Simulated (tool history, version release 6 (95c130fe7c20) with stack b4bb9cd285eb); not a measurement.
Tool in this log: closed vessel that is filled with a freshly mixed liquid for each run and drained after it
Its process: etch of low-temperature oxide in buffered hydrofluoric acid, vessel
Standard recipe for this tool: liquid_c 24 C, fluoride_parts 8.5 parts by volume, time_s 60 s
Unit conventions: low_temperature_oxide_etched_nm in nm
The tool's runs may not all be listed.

| run | day | liquid_c | fluoride_parts | time_s | wafers since the last listed run | hours since the thermometer was replaced | hours since the hydrofluoric acid flow meter was replaced | hours since the gauge calibration | read-back film thickness of the low-temperature oxide reference wafer, read on the same gauge (nm) | low_temperature_oxide_etched_nm |
|---|---|---|---|---|---|---|---|---|---|---|
| 1 | 0 | 24 | 8.5 | 60 | 0 | 1342.9 | 278.6 | 2276.5 | 30.29 | 138.62 |
| 2 | 3.367 | 24 | 8.5 | 60 | 10806 | 1423.7 | 359.4 | 2357.3 | 30.33 | 137.7 |
| 3 | 6.992 | 24 | 8.5 | 60 | 11635 | 1510.7 | 446.4 | 2444.3 | 30.26 | 138.36 |
| 4 | 11.246 | 24 | 8.5 | 60 | 13654 | 1612.8 | 548.5 | 2546.4 | 30.35 | 138.19 |
| 5 | 14.3 | 24 | 8.5 | 60 | 9803 | 1686.1 | 621.8 | 2619.7 | 30.43 | 137.94 |
| 6 | 15.983 | 24 | 8.5 | 60 | 5403 | 1726.5 | 662.2 | 2660.1 | 30.43 | 138.7 |
| 7 | 18.458 | 24 | 8.5 | 60 | 7944 | 1785.9 | 721.6 | 2719.5 | 30.45 | 138.63 |
| 8 | 22.229 | 24 | 8.5 | 60 | 12103 | 1876.4 | 812.1 | 2810 | 30.43 | 138.66 |
| 9 | 25.746 | 24 | 8.5 | 60 | 11287 | 1960.8 | 896.5 | 2894.4 | 30.48 | 138.75 |
| 10 | 28.546 | 24 | 8.5 | 60 | 8987 | 2028 | 963.7 | 2961.6 | 30.46 | 140.04 |
| 11 | 30.442 | 24 | 8.5 | 60 | 6085 | 2073.5 | 1009.2 | 3007.1 | 30.5 | 139.17 |
|  | 31.412 | thermometer replaced |
| 12 | 32.383 | 24 | 8.5 | 60 | 6098 | 23.3 | 1055.8 | 3053.7 | 30.5 | 138.61 |
| 13 | 34.654 | 26 | 8.5 | 30 | 7288 | 77.8 | 1110.3 | 3108.2 | 30.5 | 77.92 |
| 14 | 37.175 | 24 | 8.5 | 50 | 8091 | 138.3 | 1170.8 | 3168.7 | 30.57 | 116.65 |
|  | 38.017 | gauge calibrated |
| 15 | 41.167 | 27.5 | 12 | 85 | 12812 | 234.1 | 1266.6 | 75.6 | 30.04 | 173.15 |
| 16 | 44.829 | 24 | 8.5 | 60 | 11755 | 322 | 1354.5 | 163.5 | 30.06 | 136.63 |
| 17 | 47.362 | 24 | 9.5 | 40 | 8131 | 382.8 | 1415.3 | 224.3 | 30.02 | 83.1 |
| 18 | 51.604 | 24 | 8.5 | 60 | 13614 | 484.6 | 1517.1 | 326.1 | 30.05 | 137.1 |
| 19 | 55.9 | 24 | 8.5 | 60 | 13788 | 587.7 | 1620.2 | 429.2 | 30.05 | 136.76 |
| 20 | 57.783 | 28 | 5.5 | 60 | 6045 | 632.9 | 1665.4 | 474.4 | 30.09 | 259.78 |
| 21 | 60.942 | 24 | 8.5 | 95 | 10137 | 708.7 | 1741.2 | 550.2 | 30.05 | 217.34 |
| 22 | 71.242 | 24 | 8.5 | 60 | 33060 | 955.9 | 1988.4 | 797.4 | 30.02 | 137.07 |
| 23 | 74.079 | 24 | 8.5 | 60 | 9107 | 1024 | 2056.5 | 865.5 | 30.08 | 137.3 |
|  | 74.492 | hydrofluoric acid flow meter replaced |
| 24 | 75.862 | 27.5 | 5.5 | 60 | 5590 | 1066.8 | 32.9 | 908.3 | 30.11 | 250.57 |
| 25 | 78.925 | 27.5 | 8.5 | 85 | 9829 | 1140.3 | 106.4 | 981.8 | 30.05 | 233.55 |
| 26 | 82.538 | 24 | 8.5 | 60 | 11595 | 1227 | 193.1 | 1068.5 | 30.09 | 136.85 |
| 27 | 87.638 | 20.5 | 10.5 | 30 | 16369 | 1349.4 | 315.5 | 1190.9 | 30.07 | 47.43 |
| 28 | 91.992 | 24 | 8.5 | 60 | 13975 | 1453.9 | 420 | 1295.4 | 30.08 | 137.65 |
| 29 | 96.2 | 24 | 8.5 | 60 | 13507 | 1554.9 | 521 | 1396.4 | 30.06 | 137.14 |
| 30 | 100.6 | 29 | 8.5 | 30 | 14123 | 1660.5 | 626.6 | 1502 | 30.16 | 90.14 |
| 31 | 102.238 | 28.5 | 10.5 | 60 | 5256 | 1699.8 | 665.9 | 1541.3 | 30.12 | 147.91 |

Consider 5 possible next runs. They are alternatives, not a sequence: every one starts from the tool as it was left by run 31. What does each give?
| A | 102.267 | 24 | 8.5 | 60 | 93 | 1700.5 | 666.6 | 1542 | ? | ? |
| B | 102.267 | 27.5 | 6 | 50 | 93 | 1700.5 | 666.6 | 1542 | ? | ? |
| C | 102.267 | 19 | 10.5 | 60 | 93 | 1700.5 | 666.6 | 1542 | ? | ? |
| D | 102.267 | 24 | 11.5 | 35 | 93 | 1700.5 | 666.6 | 1542 | ? | ? |
| E | 102.267 | 26.5 | 11 | 75 | 93 | 1700.5 | 666.6 | 1542 | ? | ? |

| run | read-back film thickness of the low-temperature oxide reference wafer, read on the same gauge (nm) | low_temperature_oxide_etched_nm |
|---|---|---|
| A | 30.13 | 137.23 |
| B | 30.13 | 194.63 |
| C | 30.13 | 87.24 |
| D | 30.13 | 61.45 |
| E | 30.13 | 157.42 |
Without the tool's hidden state the same runs would have given:
| run | low_temperature_oxide_etched_nm |
|---|---|
| A | 136.51 |
| B | 193.61 |
| C | 86.79 |
| D | 61.13 |
| E | 156.6 |
